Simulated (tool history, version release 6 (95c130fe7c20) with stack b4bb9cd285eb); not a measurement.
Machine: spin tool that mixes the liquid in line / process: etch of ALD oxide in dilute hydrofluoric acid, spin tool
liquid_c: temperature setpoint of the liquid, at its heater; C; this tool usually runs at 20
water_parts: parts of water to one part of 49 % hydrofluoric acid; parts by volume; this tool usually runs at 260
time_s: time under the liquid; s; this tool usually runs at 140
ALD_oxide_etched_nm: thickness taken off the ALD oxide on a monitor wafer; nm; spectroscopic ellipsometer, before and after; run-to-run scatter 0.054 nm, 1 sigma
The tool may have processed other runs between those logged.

run,hour,liquid_c,water_parts,time_s,wafers since the last listed run,hours since the thermometer was replaced,hours since the hydrofluoric acid flow meter was replaced,hours since the gauge calibration,"read-back film thickness of the ALD oxide reference wafer, read on the same gauge (nm)",ALD_oxide_etched_nm
1,0,20,360,120,0,314.8,325.3,2549.4,69.99,5.79
2,101,20,360,120,1045,415.8,426.3,2650.4,70,5.72
3,183.3,20,260,140,851,498.1,508.6,2732.7,69.99,10.08
4,233.3,20,260,140,517,548.1,558.6,2782.7,69.99,10.18
5,292.8,17,175,140,615,607.6,618.1,2842.2,70.01,14.42
6,391.7,17,175,140,1023,706.5,717,2941.1,70,14.43
7,454.7,17,175,140,651,769.5,780,3004.1,70.01,14.35
# hour 489.9: gauge calibrated
8,501,20,260,140,479,815.8,826.3,11.1,70,9.96
# hour 669.9: thermometer replaced
9,757.1,20,260,140,2639,87.2,1082.4,267.2,70,9.9
# hour 967.3: hydrofluoric acid flow meter replaced
10,1038.7,20,305,140,2903,368.8,71.4,548.8,70,8.45
11,1074.8,20,305,140,373,404.9,107.5,584.9,70,8.41
12,1146.6,20,195,185,743,476.7,179.3,656.7,70,19.27
13,1242.6,20,260,140,993,572.7,275.3,752.7,70.01,10.31
14,1319.6,17,345,215,796,649.7,352.3,829.7,70,9.76
15,1403.9,24,260,175,872,734,436.6,914,70.01,14.71
16,1483.8,20,370,140,826,813.9,516.5,993.9,70.01,6.47
17,1542.2,18.5,260,190,604,872.3,574.9,1052.3,70,12.84
# hour 1549: thermometer replaced
18,1758.7,22.5,170,210,2230,209.7,791.4,1268.8,70.02,27.73
19,1965.4,22,150,170,2139,416.4,998.1,1475.5,70.02,25.35
20,2021.4,20,260,100,579,472.4,1054.1,1531.5,69.99,7.06
21,2060.8,17,300,195,407,511.8,1093.5,1570.9,69.99,10.32
22,2117.1,17,260,90,582,568.1,1149.8,1627.2,70,5.68
23,2221.4,18.5,260,190,1079,672.4,1254.1,1731.5,70,12.72
# hour 2225.9: hydrofluoric acid flow meter replaced
24,2277.6,21.5,320,215,571,728.6,51.7,1787.7,70,12.72
25,2352.8,20,260,140,778,803.8,126.9,1862.9,70.01,10.26
26,2439.6,20,260,140,898,890.6,213.7,1949.7,70,10.26
27,2490.7,20,375,140,528,941.7,264.8,2000.8,69.98,6.34
# hour 2498.4: thermometer replaced
28,2772.5,20,260,140,2905,274.1,546.6,2282.6,69.98,10.16
29,2844.9,20,140,140,749,346.5,619,2355,70,20.99
30,3143.4,21.5,180,140,3089,645,917.5,2653.5,69.99,16.58
31,3223.5,20,305,205,828,725.1,997.6,2733.6,70.02,11.86
32,3319.4,23.5,210,220,992,821,1093.5,2829.5,70,22.93
# hour 3379.6: thermometer replaced
33,3419.2,20,260,140,1022,39.6,1193.3,2929.3,69.99,9.94
34,3511.6,20,325,140,956,132,1285.7,3021.7,70.01,7.5

4 options for the next run, each taken on its own from the tool as it stands now. Forecast them:
A,3512.1,20,260,190,5,132.5,1286.2,3022.2,?,?
B,3512.1,17.5,145,210,5,132.5,1286.2,3022.2,?,?
C,3512.1,20,260,60,5,132.5,1286.2,3022.2,?,?
D,3512.1,20,360,95,5,132.5,1286.2,3022.2,?,?

run,"read-back film thickness of the ALD oxide reference wafer, read on the same gauge (nm)",ALD_oxide_etched_nm
A,70.02,13.44
B,70.02,27.06
C,70.02,4.24
D,70.02,4.43
Without the tool's unlogged condition, the same runs would have read:
run,ALD_oxide_etched_nm
A,14.12
B,28.33
C,4.46
D,4.67

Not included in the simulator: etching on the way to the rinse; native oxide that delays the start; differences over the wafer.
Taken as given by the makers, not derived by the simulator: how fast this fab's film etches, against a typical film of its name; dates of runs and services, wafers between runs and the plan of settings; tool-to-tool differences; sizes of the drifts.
